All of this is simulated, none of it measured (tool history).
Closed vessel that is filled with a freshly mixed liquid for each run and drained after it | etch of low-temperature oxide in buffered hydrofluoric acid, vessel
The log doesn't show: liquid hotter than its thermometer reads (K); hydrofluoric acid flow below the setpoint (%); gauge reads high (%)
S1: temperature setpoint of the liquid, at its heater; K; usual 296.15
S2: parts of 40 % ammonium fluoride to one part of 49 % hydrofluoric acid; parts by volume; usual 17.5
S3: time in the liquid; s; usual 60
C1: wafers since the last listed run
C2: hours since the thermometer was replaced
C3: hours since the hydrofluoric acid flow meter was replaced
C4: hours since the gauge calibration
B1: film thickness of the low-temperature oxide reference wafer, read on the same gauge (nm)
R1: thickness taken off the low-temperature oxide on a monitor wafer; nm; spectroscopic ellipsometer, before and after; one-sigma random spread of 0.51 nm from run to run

{"run": 1, "day": 0.0, "S1": 296.15, "S2": 17.5, "S3": 60, "C1": 0, "C2": 793.3, "C3": 1864.9, "C4": 326.4, "B1": 110, "R1": 92.12}
{"run": 2, "day": 2.146, "S1": 296.15, "S2": 17.5, "S3": 60, "C1": 5956, "C2": 844.8, "C3": 1916.4, "C4": 377.9, "B1": 110.01, "R1": 91.9}
{"run": 3, "day": 4.717, "S1": 296.15, "S2": 17.5, "S3": 60, "C1": 7136, "C2": 906.5, "C3": 1978.1, "C4": 439.6, "B1": 110.02, "R1": 92.28}
{"run": 4, "day": 7.604, "S1": 296.15, "S2": 17.5, "S3": 40, "C1": 8015, "C2": 975.8, "C3": 2047.4, "C4": 508.9, "B1": 110.01, "R1": 62.17}
{"run": 5, "day": 10.217, "S1": 296.15, "S2": 17.5, "S3": 40, "C1": 7252, "C2": 1038.5, "C3": 2110.1, "C4": 571.6, "B1": 110.03, "R1": 61.38}
{"run": 6, "day": 14.225, "S1": 296.15, "S2": 17.5, "S3": 60, "C1": 11127, "C2": 1134.7, "C3": 2206.3, "C4": 667.8, "B1": 109.99, "R1": 92.87}
{"run": 7, "day": 18.721, "S1": 296.15, "S2": 17.5, "S3": 60, "C1": 12480, "C2": 1242.6, "C3": 2314.2, "C4": 775.7, "B1": 109.97, "R1": 92.3}
{"run": 8, "day": 21.917, "S1": 296.15, "S2": 17.5, "S3": 85, "C1": 8871, "C2": 1319.3, "C3": 2390.9, "C4": 852.4, "B1": 109.99, "R1": 130.62}
{"day": 25.429, "done": "gauge calibrated"}
{"run": 9, "day": 25.988, "S1": 296.15, "S2": 17.5, "S3": 60, "C1": 11300, "C2": 1417, "C3": 2488.6, "C4": 13.4, "B1": 110.03, "R1": 92.96}
{"run": 10, "day": 28.212, "S1": 296.15, "S2": 17.5, "S3": 60, "C1": 6176, "C2": 1470.4, "C3": 2542, "C4": 66.8, "B1": 109.98, "R1": 92.53}
{"run": 11, "day": 32.012, "S1": 296.15, "S2": 17.5, "S3": 60, "C1": 10548, "C2": 1561.6, "C3": 2633.2, "C4": 158, "B1": 109.99, "R1": 93.57}
{"run": 12, "day": 35.008, "S1": 296.15, "S2": 17.5, "S3": 60, "C1": 8316, "C2": 1633.5, "C3": 2705.1, "C4": 229.9, "B1": 110.03, "R1": 92.73}
{"day": 35.504, "done": "hydrofluoric acid flow meter replaced"}
{"run": 13, "day": 38.583, "S1": 294.15, "S2": 17.5, "S3": 60, "C1": 9808, "C2": 1719.3, "C3": 73.9, "C4": 315.7, "B1": 109.97, "R1": 83.5}
{"run": 14, "day": 40.267, "S1": 296.15, "S2": 13, "S3": 60, "C1": 4672, "C2": 1759.7, "C3": 114.3, "C4": 356.1, "B1": 110.02, "R1": 125.61}
{"run": 15, "day": 42.783, "S1": 296.15, "S2": 17.5, "S3": 30, "C1": 6986, "C2": 1820.1, "C3": 174.7, "C4": 416.5, "B1": 110, "R1": 46.25}
{"run": 16, "day": 45.771, "S1": 296.15, "S2": 17.5, "S3": 45, "C1": 8293, "C2": 1891.8, "C3": 246.4, "C4": 488.2, "B1": 110.03, "R1": 69.82}
{"run": 17, "day": 50.208, "S1": 296.15, "S2": 17.5, "S3": 60, "C1": 12318, "C2": 1998.3, "C3": 352.9, "C4": 594.7, "B1": 109.97, "R1": 93.65}
{"run": 18, "day": 51.783, "S1": 296.15, "S2": 10.5, "S3": 30, "C1": 4372, "C2": 2036.1, "C3": 390.7, "C4": 632.5, "B1": 110.03, "R1": 77.46}
{"run": 19, "day": 55.233, "S1": 296.15, "S2": 20, "S3": 90, "C1": 9577, "C2": 2118.9, "C3": 473.5, "C4": 715.3, "B1": 110.04, "R1": 122.68}
{"run": 20, "day": 57.454, "S1": 291.15, "S2": 14.5, "S3": 60, "C1": 6165, "C2": 2172.2, "C3": 526.8, "C4": 768.6, "B1": 110.03, "R1": 85.1}
{"run": 21, "day": 59.767, "S1": 298.65, "S2": 17.5, "S3": 60, "C1": 6419, "C2": 2227.7, "C3": 582.3, "C4": 824.1, "B1": 109.98, "R1": 107.32}
{"day": 60.454, "done": "thermometer replaced"}
{"run": 22, "day": 69.108, "S1": 296.15, "S2": 17.5, "S3": 60, "C1": 25816, "C2": 207.7, "C3": 806.5, "C4": 1048.3, "B1": 109.98, "R1": 89.94}
{"run": 23, "day": 72.512, "S1": 296.15, "S2": 17.5, "S3": 50, "C1": 9449, "C2": 289.4, "C3": 888.2, "C4": 1130, "B1": 109.97, "R1": 75.72}
{"run": 24, "day": 74.612, "S1": 296.15, "S2": 17.5, "S3": 60, "C1": 5829, "C2": 339.8, "C3": 938.6, "C4": 1180.4, "B1": 110, "R1": 90.13}
{"day": 75.029, "done": "gauge calibrated"}
{"run": 25, "day": 76.842, "S1": 294.65, "S2": 17.5, "S3": 60, "C1": 6188, "C2": 393.3, "C3": 992.1, "C4": 43.5, "B1": 109.95, "R1": 84.38}
{"run": 26, "day": 80.633, "S1": 300.65, "S2": 21.5, "S3": 50, "C1": 10525, "C2": 484.3, "C3": 1083.1, "C4": 134.5, "B1": 110.03, "R1": 80.8}
{"run": 27, "day": 84.2, "S1": 298.65, "S2": 13.5, "S3": 50, "C1": 9901, "C2": 569.9, "C3": 1168.7, "C4": 220.1, "B1": 110, "R1": 111.51}

How the hidden state differs across the entries between the runs, from the last listed run before each to the first after it:
Run 8 -> run 9: gauge calibrated (day 25.429)
  liquid hotter than its thermometer reads (K): 0.53 -> 0.56
  what was measured, less what the result would be without the hidden state, R1: +3.75 -> +2.81 nm
Run 12 -> run 13: hydrofluoric acid flow meter replaced (day 35.504)
  liquid hotter than its thermometer reads (K): 0.627 -> 0.654
  what was measured, less what the result would be without the hidden state, R1: +3.15 -> +2.97 nm
Run 21 -> run 22: thermometer replaced (day 60.454)
  liquid hotter than its thermometer reads (K): 0.811 -> 0.0818
  what was measured, less what the result would be without the hidden state, R1: +4.59 -> +0.4 nm
Run 24 -> run 25: gauge calibrated (day 75.029)
  liquid hotter than its thermometer reads (K): 0.123 -> 0.139
  what was measured, less what the result would be without the hidden state, R1: +0.59 -> +0.65 nm
